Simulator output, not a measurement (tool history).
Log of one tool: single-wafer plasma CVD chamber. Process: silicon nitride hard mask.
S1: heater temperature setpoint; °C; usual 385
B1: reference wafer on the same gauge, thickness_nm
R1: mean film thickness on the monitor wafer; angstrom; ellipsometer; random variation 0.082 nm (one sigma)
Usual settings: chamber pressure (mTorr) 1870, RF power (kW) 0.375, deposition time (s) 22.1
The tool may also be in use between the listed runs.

Run 1, hour 0.0: usual settings but RF power (kW) 0.430; B1 33.127. Result: R1 325.12 angstrom.
Run 2, hour 65.8: usual settings but RF power (kW) 0.430; B1 33.103. Result: R1 325.11 angstrom.
Run 3, hour 96.7: usual settings; B1 33.111. Result: R1 295.51 angstrom.
Run 4, hour 148.7: usual settings; B1 33.105. Result: R1 295.98 angstrom.
Run 5, hour 188.2: usual settings; B1 33.094. Result: R1 294.88 angstrom.
At hour 235.3: gauge calibrated.
Run 6, hour 247.6: usual settings; B1 33.107. Result: R1 294.96 angstrom.
Run 7, hour 273.5: usual settings; B1 33.115. Result: R1 294.70 angstrom.
At hour 441.2: RF generator calibrated.
Run 8, hour 450.3: usual settings; B1 33.114. Result: R1 296.52 angstrom.
Run 9, hour 513.4: usual settings but chamber pressure (mTorr) 1600, RF power (kW) 0.345; B1 33.118. Result: R1 260.80 angstrom.
Run 10, hour 543.9: usual settings; B1 33.085. Result: R1 296.70 angstrom.
Run 11, hour 584.0: usual settings; B1 33.105. Result: R1 296.22 angstrom.
Run 12, hour 646.3: usual settings; B1 33.084. Result: R1 296.78 angstrom.
At hour 660.9: capacitance manometer re-zeroed and calibrated.
Run 13, hour 714.0: usual settings; B1 33.107. Result: R1 296.15 angstrom.
Run 14, hour 746.2: usual settings; B1 33.102. Result: R1 297.03 angstrom.
At hour 755.7: thermocouple changed; heater temperature recalibrated.
At hour 777.5: showerhead replaced, of another model than before.
Run 15, hour 799.9: usual settings; B1 33.091. Result: R1 295.10 angstrom.
Run 16, hour 850.5: usual settings; B1 33.118. Result: R1 295.00 angstrom.
Run 17, hour 914.4: usual settings but S1 398 °C; B1 33.112. Result: R1 293.93 angstrom.
Run 18, hour 985.8: usual settings but S1 376 °C, chamber pressure (mTorr) 1600, deposition time (s) 25.9; B1 33.092. Result: R1 335.19 angstrom.
Run 19, hour 1013.3: usual settings but chamber pressure (mTorr) 1460; B1 33.104. Result: R1 279.18 angstrom.
Run 20, hour 1045.6: usual settings but S1 396 °C, RF power (kW) 0.445, deposition time (s) 25.6; B1 33.109. Result: R1 392.95 angstrom.
Run 21, hour 1090.8: usual settings but S1 374 °C, chamber pressure (mTorr) 1610, RF power (kW) 0.320, deposition time (s) 24.5; B1 33.110. Result: R1 268.60 angstrom.
At hour 1114.7: gauge calibrated.
Run 22, hour 1141.3: usual settings but S1 393 °C, chamber pressure (mTorr) 1590, deposition time (s) 24.9; B1 33.084. Result: R1 319.56 angstrom.
At hour 1185.3: RF generator calibrated.
Run 23, hour 1187.1: usual settings but S1 391 °C, chamber pressure (mTorr) 2010, RF power (kW) 0.355; B1 33.110. Result: R1 284.91 angstrom.
Run 24, hour 1305.9: usual settings but chamber pressure (mTorr) 1440; B1 33.111. Result: R1 282.02 angstrom.
Run 25, hour 1345.7: usual settings but chamber pressure (mTorr) 1590, RF power (kW) 0.435, deposition time (s) 18.3; B1 33.100. Result: R1 269.19 angstrom.
Run 26, hour 1392.6: usual settings but RF power (kW) 0.350; B1 33.125. Result: R1 275.97 angstrom.
Run 27, hour 1463.1: usual settings but S1 400 °C, RF power (kW) 0.305, deposition time (s) 20.2; B1 33.084. Result: R1 214.40 angstrom.
Run 28, hour 1510.8: usual settings; B1 33.100. Result: R1 294.87 angstrom.
Run 29, hour 1541.3: usual settings but chamber pressure (mTorr) 2040, RF power (kW) 0.425; B1 33.127. Result: R1 335.94 angstrom.

Forecast each of these 3 alternatives for the next run:
Run A, hour 1541.7: usual settings but RF power (kW) 0.305; B1 ?. Result: R1 ?.
Run B, hour 1541.7: usual settings but RF power (kW) 0.400; B1 ?. Result: R1 ?.
Run C, hour 1541.7: usual settings but S1 394 °C, deposition time (s) 20.1; B1 ?. Result: R1 ?.

run      B1      R1
  A  33.097  235.12
  B  33.097  312.23
  C  33.097  266.48
Without the tool's hidden state the same runs would have given:
run      R1
  A  237.64
  B  314.99
  C  269.01
